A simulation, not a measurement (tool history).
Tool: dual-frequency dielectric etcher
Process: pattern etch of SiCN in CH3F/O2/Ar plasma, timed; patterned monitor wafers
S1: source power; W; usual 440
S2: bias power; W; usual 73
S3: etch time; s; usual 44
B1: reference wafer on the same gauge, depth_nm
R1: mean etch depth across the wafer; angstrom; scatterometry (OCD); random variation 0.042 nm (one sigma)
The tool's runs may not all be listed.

{"run": 1, "day": 0.0, "S1": 440, "S2": 73, "S3": 44, "B1": 16.01, "R1": 181.1}
{"run": 2, "day": 0.729, "S1": 440, "S2": 73, "S3": 44, "B1": 15.99, "R1": 181.6}
{"run": 3, "day": 1.083, "S1": 440, "S2": 73, "S3": 44, "B1": 16.0, "R1": 181.7}
{"run": 4, "day": 1.671, "S1": 440, "S2": 73, "S3": 44, "B1": 16.02, "R1": 181.2}
{"run": 5, "day": 2.308, "S1": 390, "S2": 73, "S3": 44, "B1": 15.99, "R1": 174.3}
{"day": 3.625, "done": "upper electrode replaced, of another model than before"}
{"day": 3.804, "done": "bias power generator calibrated"}
{"day": 3.85, "done": "source power generator calibrated"}
{"day": 4.279, "done": "wet clean of the chamber"}
{"run": 6, "day": 4.3, "S1": 390, "S2": 73, "S3": 44, "B1": 16.02, "R1": 169.8}
{"run": 7, "day": 4.312, "S1": 440, "S2": 73, "S3": 44, "B1": 15.99, "R1": 175.1}
{"run": 8, "day": 4.329, "S1": 360, "S2": 67, "S3": 32, "B1": 16.01, "R1": 118.9}
{"run": 9, "day": 4.342, "S1": 440, "S2": 73, "S3": 44, "B1": 15.99, "R1": 175.7}
{"run": 10, "day": 5.375, "S1": 440, "S2": 73, "S3": 44, "B1": 16.0, "R1": 176.7}
{"run": 11, "day": 5.633, "S1": 350, "S2": 85, "S3": 37, "B1": 15.99, "R1": 145.0}
{"day": 5.671, "done": "gauge calibrated"}
{"run": 12, "day": 5.979, "S1": 440, "S2": 88, "S3": 33, "B1": 16.0, "R1": 137.8}
{"run": 13, "day": 6.654, "S1": 440, "S2": 78, "S3": 44, "B1": 16.0, "R1": 178.7}
{"run": 14, "day": 7.212, "S1": 440, "S2": 73, "S3": 44, "B1": 16.0, "R1": 176.0}
{"run": 15, "day": 8.45, "S1": 440, "S2": 82, "S3": 48, "B1": 15.99, "R1": 198.7}

3 ways to go on from here, each from the tool as it stands after run 15. What would each give?
{"run": "A", "day": 8.467, "S1": 440, "S2": 73, "S3": 44, "B1": "?", "R1": "?"}
{"run": "B", "day": 8.467, "S1": 350, "S2": 88, "S3": 44, "B1": "?", "R1": "?"}
{"run": "C", "day": 8.467, "S1": 520, "S2": 73, "S3": 36, "B1": "?", "R1": "?"}

run=A B1=16.00 R1=177.2
run=B B1=16.00 R1=175.4
run=C B1=16.00 R1=151.3
Without the tool's hidden state the same runs would have given:
run=A R1=175.4
run=B R1=173.6
run=C R1=149.7

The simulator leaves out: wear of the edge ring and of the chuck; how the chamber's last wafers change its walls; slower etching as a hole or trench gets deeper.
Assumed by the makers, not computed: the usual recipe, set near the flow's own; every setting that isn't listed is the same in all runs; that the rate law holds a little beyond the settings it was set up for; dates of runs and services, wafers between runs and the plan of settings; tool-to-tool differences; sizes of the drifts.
